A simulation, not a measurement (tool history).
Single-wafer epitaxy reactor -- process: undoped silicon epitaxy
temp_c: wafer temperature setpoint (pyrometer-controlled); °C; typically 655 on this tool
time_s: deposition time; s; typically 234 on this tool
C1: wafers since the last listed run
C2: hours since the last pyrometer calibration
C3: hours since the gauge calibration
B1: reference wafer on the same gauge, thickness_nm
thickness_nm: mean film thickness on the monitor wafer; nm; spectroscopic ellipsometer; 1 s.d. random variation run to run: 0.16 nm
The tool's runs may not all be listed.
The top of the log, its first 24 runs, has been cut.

Run 25, day 46.067: usual settings but temp_c 651 °C; C1 249; C2 184.9; C3 1293.9; B1 35.683. Result: thickness_nm 43.278 nm.
At day 47.854: pyrometer calibrated, repeated, since the last time left the tool worse.
Run 26, day 48.667: usual settings; C1 370; C2 19.5; C3 1356.3; B1 35.619. Result: thickness_nm 40.196 nm.
At day 48.671: gauge calibrated.
Run 27, day 51.354: usual settings; C1 439; C2 84; C3 64.4; B1 35.714. Result: thickness_nm 40.391 nm.
Run 28, day 53.7: usual settings but temp_c 664 °C, time_s 279 s; C1 383; C2 140.3; C3 120.7; B1 35.69. Result: thickness_nm 56.883 nm.
Run 29, day 54.771: usual settings but time_s 247 s; C1 174; C2 166; C3 146.4; B1 35.695. Result: thickness_nm 42.649 nm.
Run 30, day 57.512: usual settings; C1 448; C2 231.8; C3 212.2; B1 35.753. Result: thickness_nm 40.299 nm.
Run 31, day 60.433: usual settings but temp_c 641 °C, time_s 274 s; C1 477; C2 301.9; C3 282.3; B1 35.642. Result: thickness_nm 36.066 nm.
Run 32, day 65.862: usual settings but temp_c 642 °C, time_s 212 s; C1 887; C2 432.2; C3 412.6; B1 35.74. Result: thickness_nm 28.511 nm.

Below are 3 alternative next runs, each starting from the tool's condition after run 32. Predict each:
Run A, day 65.883: usual settings but temp_c 664 °C; C1 3; C2 432.7; C3 413.1; B1 ?. Result: thickness_nm ?.
Run B, day 65.883: usual settings but temp_c 662 °C, time_s 211 s; C1 3; C2 432.7; C3 413.1; B1 ?. Result: thickness_nm ?.
Run C, day 65.883: usual settings but temp_c 661 °C, time_s 258 s; C1 3; C2 432.7; C3 413.1; B1 ?. Result: thickness_nm ?.

run      B1  thickness_nm
  A  35.706        47.817
  B  35.706        41.535
  C  35.706        49.845
Had the tool no hidden state, the same runs would have come out as:
run  thickness_nm
  A        47.902
  B         41.61
  C        49.934

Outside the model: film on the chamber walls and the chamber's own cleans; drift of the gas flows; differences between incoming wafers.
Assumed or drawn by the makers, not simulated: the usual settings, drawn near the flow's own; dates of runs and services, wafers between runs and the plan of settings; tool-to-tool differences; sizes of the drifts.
